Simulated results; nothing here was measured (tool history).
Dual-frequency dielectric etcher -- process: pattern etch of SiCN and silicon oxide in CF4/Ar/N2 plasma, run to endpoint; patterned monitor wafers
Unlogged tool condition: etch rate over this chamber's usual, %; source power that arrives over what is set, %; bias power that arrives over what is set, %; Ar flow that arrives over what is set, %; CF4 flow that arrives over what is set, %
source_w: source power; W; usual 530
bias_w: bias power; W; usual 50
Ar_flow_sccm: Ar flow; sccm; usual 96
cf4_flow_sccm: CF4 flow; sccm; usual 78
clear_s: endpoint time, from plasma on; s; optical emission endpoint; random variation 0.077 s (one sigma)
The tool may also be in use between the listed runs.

| run | day | source_w | bias_w | Ar_flow_sccm | cf4_flow_sccm | wafers since the last listed run | hours since the last wet clean | hours since the last source power generator calibration | hours since the last bias power generator calibration | hours since the last Ar flow controller change | hours since the last CF4 flow controller change | hours since the last upper electrode change | incoming incoming film thickness, nm | clear_s |
|---|---|---|---|---|---|---|---|---|---|---|---|---|---|---|
| 1 | 0 | 530 | 50 | 96 | 78 | 0 | 421.3 | 2012 | 3269.6 | 3110.6 | 1338.2 | 3677.2 | 11.04 | 13.2 |
| 2 | 1.892 | 530 | 50 | 96 | 78 | 496 | 466.7 | 2057.4 | 3315 | 3156 | 1383.6 | 3722.6 | 11.12 | 13 |
|  | 4.925 | upper electrode replaced |
| 3 | 5.733 | 530 | 50 | 96 | 78 | 745 | 558.9 | 2149.6 | 3407.2 | 3248.2 | 1475.8 | 19.4 | 10.91 | 12.6 |
|  | 7.05 | wet clean of the chamber |
| 4 | 8.033 | 530 | 50 | 96 | 78 | 341 | 23.6 | 2204.8 | 3462.4 | 3303.4 | 1531 | 74.6 | 10.96 | 12.9 |
| 5 | 10.412 | 530 | 50 | 96 | 78 | 624 | 80.7 | 2261.9 | 3519.5 | 3360.5 | 1588.1 | 131.7 | 11.03 | 13 |
| 6 | 12.533 | 530 | 50 | 96 | 78 | 556 | 131.6 | 2312.8 | 3570.4 | 3411.4 | 1639 | 182.6 | 11.02 | 13.1 |
|  | 15.458 | source power generator calibrated |
| 7 | 15.667 | 590 | 50 | 96 | 78 | 778 | 206.8 | 5 | 3645.6 | 3486.6 | 1714.2 | 257.8 | 10.96 | 11 |
| 8 | 19 | 530 | 50 | 96 | 78 | 874 | 286.8 | 85 | 3725.6 | 3566.6 | 1794.2 | 337.8 | 10.94 | 12.3 |
| 9 | 23.2 | 450 | 45 | 87 | 61 | 1101 | 387.6 | 185.8 | 3826.4 | 3667.4 | 1895 | 438.6 | 10.93 | 16.3 |
| 10 | 25.188 | 610 | 50 | 96 | 86 | 521 | 435.3 | 233.5 | 3874.1 | 3715.1 | 1942.7 | 486.3 | 10.98 | 10.5 |
|  | 26.821 | wet clean of the chamber |
| 11 | 27.812 | 580 | 50 | 96 | 83 | 426 | 23.8 | 296.5 | 3937.1 | 3778.1 | 2005.7 | 549.3 | 11.07 | 11.2 |
|  | 30.038 | CF4 flow controller replaced |
| 12 | 30.312 | 430 | 39 | 96 | 78 | 590 | 83.8 | 356.5 | 3997.1 | 3838.1 | 6.6 | 609.3 | 11.01 | 17.4 |
| 13 | 34.288 | 530 | 56 | 96 | 78 | 1042 | 179.2 | 451.9 | 4092.5 | 3933.5 | 102 | 704.7 | 11.03 | 12.2 |
| 14 | 37.721 | 530 | 50 | 96 | 78 | 900 | 261.6 | 534.3 | 4174.9 | 4015.9 | 184.4 | 787.1 | 11 | 12.6 |
|  | 38.258 | Ar flow controller replaced |
| 15 | 42.021 | 530 | 42 | 96 | 68 | 1062 | 364.8 | 637.5 | 4278.1 | 90.3 | 287.6 | 890.3 | 10.96 | 13.9 |
|  | 44.842 | bias power generator calibrated |
|  | 46.538 | wet clean of the chamber |
| 16 | 46.558 | 610 | 62 | 108 | 63 | 884 | 0.5 | 746.4 | 41.2 | 199.2 | 396.5 | 999.2 | 11.02 | 10.9 |
| 17 | 50.046 | 530 | 44 | 96 | 84 | 914 | 84.2 | 830.1 | 124.9 | 282.9 | 480.2 | 1082.9 | 10.92 | 12.9 |
| 18 | 53.975 | 530 | 50 | 96 | 78 | 1030 | 178.5 | 924.4 | 219.2 | 377.2 | 574.5 | 1177.2 | 10.98 | 12.7 |
| 19 | 56.05 | 530 | 50 | 96 | 78 | 544 | 228.3 | 974.2 | 269 | 427 | 624.3 | 1227 | 11 | 12.8 |
| 20 | 60.171 | 530 | 50 | 96 | 68 | 1081 | 327.2 | 1073.1 | 367.9 | 525.9 | 723.2 | 1325.9 | 10.97 | 13.3 |
| 21 | 62.104 | 530 | 50 | 96 | 78 | 507 | 373.6 | 1119.5 | 414.3 | 572.3 | 769.6 | 1372.3 | 10.93 | 12.7 |
| 22 | 64.279 | 530 | 43 | 96 | 78 | 570 | 425.8 | 1171.7 | 466.5 | 624.5 | 821.8 | 1424.5 | 11.1 | 13.6 |
| 23 | 68.054 | 530 | 50 | 96 | 78 | 990 | 516.4 | 1262.3 | 557.1 | 715.1 | 912.4 | 1515.1 | 10.99 | 12.9 |

Consider 5 possible next runs. They are alternatives, not a sequence: every one starts from the tool as it was left by run 23. What does each give?
| A | 68.071 | 640 | 50 | 96 | 78 | 4 | 516.8 | 1262.7 | 557.5 | 715.5 | 912.8 | 1515.5 | 11.05 | ? |
| B | 68.071 | 480 | 50 | 114 | 67 | 4 | 516.8 | 1262.7 | 557.5 | 715.5 | 912.8 | 1515.5 | 11.05 | ? |
| C | 68.071 | 660 | 50 | 96 | 78 | 4 | 516.8 | 1262.7 | 557.5 | 715.5 | 912.8 | 1515.5 | 11.05 | ? |
| D | 68.071 | 530 | 50 | 96 | 85 | 4 | 516.8 | 1262.7 | 557.5 | 715.5 | 912.8 | 1515.5 | 11.05 | ? |
| E | 68.071 | 530 | 50 | 73 | 78 | 4 | 516.8 | 1262.7 | 557.5 | 715.5 | 912.8 | 1515.5 | 11.05 | ? |

| run | clear_s |
|---|---|
| A | 10.5 |
| B | 15.6 |
| C | 10.1 |
| D | 12.7 |
| E | 12.4 |
Had the tool no hidden state, the same runs would have come out as:
| run | clear_s |
|---|---|
| A | 10.1 |
| B | 15.1 |
| C | 9.8 |
| D | 12.2 |
| E | 11.9 |
